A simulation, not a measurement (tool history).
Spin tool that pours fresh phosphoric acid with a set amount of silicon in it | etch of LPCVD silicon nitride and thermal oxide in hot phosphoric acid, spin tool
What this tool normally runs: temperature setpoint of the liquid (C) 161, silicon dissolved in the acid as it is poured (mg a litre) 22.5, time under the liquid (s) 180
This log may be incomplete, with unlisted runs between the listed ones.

run,hour,temperature setpoint of the liquid (C),silicon dissolved in the acid as it is poured (mg a litre),time under the liquid (s),wafers since the last listed run,hours since the thermometer was replaced,hours since the dissolved silicon flow meter was replaced,hours since the heated supply line was repaired,hours since the gauge calibration,"read-back film thickness of the LPCVD silicon nitride reference wafer, read on the same gauge (nm)","read-back film thickness of the thermal oxide reference wafer, read on the same gauge (nm)",thickness taken off the LPCVD silicon nitride on a monitor wafer (Å),thickness taken off the thermal oxide on a monitor wafer (Å)
1,0,161,22.5,180,0,1896.3,53.9,2446.2,114,150.01,130.031,135.9,3.53
2,14.6,158,6,95,126,1910.9,68.5,2460.8,128.6,150,130.01,64.4,2.21
3,22.7,161,22.5,180,70,1919,76.6,2468.9,136.7,149.99,129.996,135.8,3.36
4,30.2,162.5,5.5,70,65,1926.5,84.1,2476.4,144.2,149.99,129.991,55.5,2.24
# hour 35.4: thermometer replaced
5,42.7,159.5,22.5,230,99,7.3,96.6,2488.9,156.7,149.99,129.982,164.3,3.99
6,50.4,159.5,22.5,100,66,15,104.3,2496.6,164.4,150.01,130.012,72.5,1.73
# hour 54.7: heated supply line repaired
7,66.7,161,22.5,215,132,31.3,120.6,12,180.7,149.99,130.014,161.1,3.69
8,82.2,162,12,100,134,46.8,136.1,27.5,196.2,150,130.026,78.8,2.48
9,97.7,163.5,22.5,280,134,62.3,151.6,43,211.7,150.04,129.996,228.4,7.06
10,106.1,163.5,5,180,73,70.7,160,51.4,220.1,149.98,130.01,148,5.64
11,115.5,161,22.5,125,81,80.1,169.4,60.8,229.5,149.99,130.006,94.4,2.65
12,122.5,162,39,130,60,87.1,176.4,67.8,236.5,149.95,129.985,101.4,1.46
13,134.5,161,22.5,180,104,99.1,188.4,79.8,248.5,150,130.005,134.8,3.62
14,144.2,161,22.5,180,84,108.8,198.1,89.5,258.2,149.99,129.993,135.3,3.65
15,153.2,159,31,180,78,117.8,207.1,98.5,267.2,149.97,129.965,127,2.06
16,168.8,161,22.5,180,135,133.4,222.7,114.1,282.8,150.02,129.987,136.1,3.25
17,179.3,161,29,140,91,143.9,233.2,124.6,293.3,150.01,130.02,105.9,2.23
18,193.7,161,15.5,180,125,158.3,247.6,139,307.7,149.97,130.051,136.2,4.04
19,208.4,160,22.5,210,127,173,262.3,153.7,322.4,149.99,129.989,153.9,3.67
20,222.5,162,13.5,230,122,187.1,276.4,167.8,336.5,149.96,129.959,179.5,5.84
21,252.9,161,35.5,235,264,217.5,306.8,198.2,366.9,149.97,130.008,177.4,2.99
22,270.7,163.5,11,115,154,235.3,324.6,216,384.7,149.97,130.055,94.4,3.84
23,288.6,158.5,22.5,180,155,253.2,342.5,233.9,402.6,149.99,130.007,125.7,2.84

Below are 3 alternative next runs, each starting from the tool's condition after run 23. Predict each:
A,289.1,161,22.5,180,4,253.7,343,234.4,403.1,?,?,?,?
B,289.1,158,12.5,115,4,253.7,343,234.4,403.1,?,?,?,?
C,289.1,163.5,33.5,275,4,253.7,343,234.4,403.1,?,?,?,?

run,"read-back film thickness of the LPCVD silicon nitride reference wafer, read on the same gauge (nm)","read-back film thickness of the thermal oxide reference wafer, read on the same gauge (nm)",thickness taken off the LPCVD silicon nitride on a monitor wafer (Å),thickness taken off the thermal oxide on a monitor wafer (Å)
A,149.96,130.027,135.8,3.46
B,149.96,130.027,78.4,2.31
C,149.96,130.027,225.5,4.2
Stripped of hidden state, with their random variation kept, the same runs would have yielded:
run,thickness taken off the LPCVD silicon nitride on a monitor wafer (Å),thickness taken off the thermal oxide on a monitor wafer (Å)
A,135.8,3.46
B,78.4,2.31
C,225.5,4.2
